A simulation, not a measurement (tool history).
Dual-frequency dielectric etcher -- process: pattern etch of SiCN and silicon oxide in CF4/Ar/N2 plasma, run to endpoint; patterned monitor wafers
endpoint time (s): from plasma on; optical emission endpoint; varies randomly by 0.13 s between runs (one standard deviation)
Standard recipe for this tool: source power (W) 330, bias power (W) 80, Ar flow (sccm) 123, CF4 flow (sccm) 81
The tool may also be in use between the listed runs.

run	hour	source power (W)	bias power (W)	Ar flow (sccm)	CF4 flow (sccm)	incoming incoming film thickness, nm	endpoint time (s)
1	0.0	330	80	123	81	13.44	20.9
2	102.9	330	80	123	89	13.36	20.3
3	140.3	330	87	123	81	13.52	20.6
4	247.5	330	87	123	81	13.43	20.4
5	312.8	330	87	123	81	13.38	20.3
# hour 328.2: CF4 flow controller replaced
6	385.2	280	80	123	81	13.41	25.0
# hour 443.8: wet clean of the chamber
7	455.2	280	80	123	81	13.32	24.7
8	546.8	330	98	123	81	13.55	19.8
9	585.3	330	88	107	81	13.34	19.9
# hour 606.1: Ar flow controller replaced
# hour 614.9: upper electrode replaced
10	642.1	330	80	143	101	13.55	20.6
11	738.0	260	93	152	90	13.49	26.6
12	832.8	330	80	123	81	13.42	20.7
13	884.5	270	97	104	86	13.40	24.0

Expected results for the next run?
# hour 914.6: source power generator calibrated
14	937.2	330	80	123	81	13.51	?

endpoint time (s): 21.0
Without the tool's hidden state the same run would have given endpoint time (s) 21.0.
